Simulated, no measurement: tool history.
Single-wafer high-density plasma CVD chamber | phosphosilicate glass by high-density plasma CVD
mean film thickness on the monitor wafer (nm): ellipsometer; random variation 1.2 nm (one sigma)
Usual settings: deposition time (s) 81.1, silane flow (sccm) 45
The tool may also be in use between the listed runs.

run,hour,deposition time (s),silane flow (sccm),wafers since the last listed run,hours since the silane flow controller was replaced,hours since the gauge calibration,"read-back reference wafer on the same gauge, thickness_nm",mean film thickness on the monitor wafer (nm)
1,0,81.1,45,0,400.5,635.2,363.011,406.433
2,67,81.1,45,1333,467.5,702.2,362.817,409.724
3,138.4,85.6,45,1420,538.9,773.6,362.702,430.948
4,222.4,85.6,45,1671,622.9,857.6,363.324,433.243
5,270.3,81.1,45,953,670.8,905.5,363.144,407.841
6,330.1,81.1,45,1189,730.6,965.3,362.964,410.747
7,378,81.1,45,953,778.5,1013.2,362.705,413.088
8,450.9,81.1,45,1450,851.4,1086.1,363.142,409.146
9,525.9,81.1,45,1492,926.4,1161.1,362.968,411.391
10,597.2,81.1,45,1418,997.7,1232.4,362.898,410.388
11,665.5,81.1,45,1359,1066,1300.7,362.855,411.771
12,749.9,81.1,45,1679,1150.4,1385.1,362.843,411.134
13,825.4,81.1,45,1502,1225.9,1460.6,363.034,413.381
14,869.4,88.4,45,875,1269.9,1504.6,363.011,449.715
15,922.3,88.4,45,1052,1322.8,1557.5,363.37,446.943
16,959.2,88.4,45,734,1359.7,1594.4,362.951,449.352
# hour 1012.1: silane flow controller replaced
17,1268.4,72.7,50,5993,256.3,1903.6,362.766,399.609
18,1310.3,81.1,45,833,298.2,1945.5,362.872,407.231
19,1385.8,81.1,45,1502,373.7,2021,362.943,408.923
20,1432.6,69,50,931,420.5,2067.8,363.156,379.162
21,1535.5,81.1,45,2047,523.4,2170.7,362.995,409.854
22,1626.5,81.1,50,1810,614.4,2261.7,362.84,444.404
23,1690.6,81.1,45,1275,678.5,2325.8,362.556,410.546
24,1734.3,94.4,52,869,722.2,2369.5,363.173,539.161
25,1817.2,72.7,50,1649,805.1,2452.4,362.82,399.754
26,1907.3,81.1,45,1792,895.2,2542.5,362.868,411.441
# hour 2045.8: gauge calibrated
27,2076.5,87,48,3366,1064.4,30.7,362.953,463.578
28,2141.8,90.7,45,1299,1129.7,96,362.701,459.535
29,2244.6,96.3,45,2045,1232.5,198.8,362.686,490.119
30,2296.1,81.1,45,1024,1284,250.3,363.001,411.814
31,2409.4,81.1,45,2254,1397.3,363.6,363.295,413.773
32,2459,81.1,37,987,1446.9,413.2,362.939,353.651
# hour 2474.5: silane flow controller replaced
33,2566.7,66.3,50,1983,92.2,520.9,362.847,361.996
34,2609.9,92.9,53,859,135.4,564.1,362.93,534.583
35,2690.3,85.8,45,1599,215.8,644.5,362.664,428.57
36,2782.1,89.2,50,1826,307.6,736.3,363.112,487.859
37,2867,81.1,45,1689,392.5,821.2,363.019,411.25

3 ways to go on from here, each from the tool as it stands after run 37. What would each give?
A,2867.4,81.1,45,7,392.9,821.6,?,?
B,2867.4,68.8,45,7,392.9,821.6,?,?
C,2867.4,81.1,41,7,392.9,821.6,?,?

run,"read-back reference wafer on the same gauge, thickness_nm",mean film thickness on the monitor wafer (nm)
A,363.09,411.761
B,363.09,349.311
C,363.09,382.336
Without the tool's hidden state the same runs would have given:
run,mean film thickness on the monitor wafer (nm)
A,406.707
B,345.024
C,377.643

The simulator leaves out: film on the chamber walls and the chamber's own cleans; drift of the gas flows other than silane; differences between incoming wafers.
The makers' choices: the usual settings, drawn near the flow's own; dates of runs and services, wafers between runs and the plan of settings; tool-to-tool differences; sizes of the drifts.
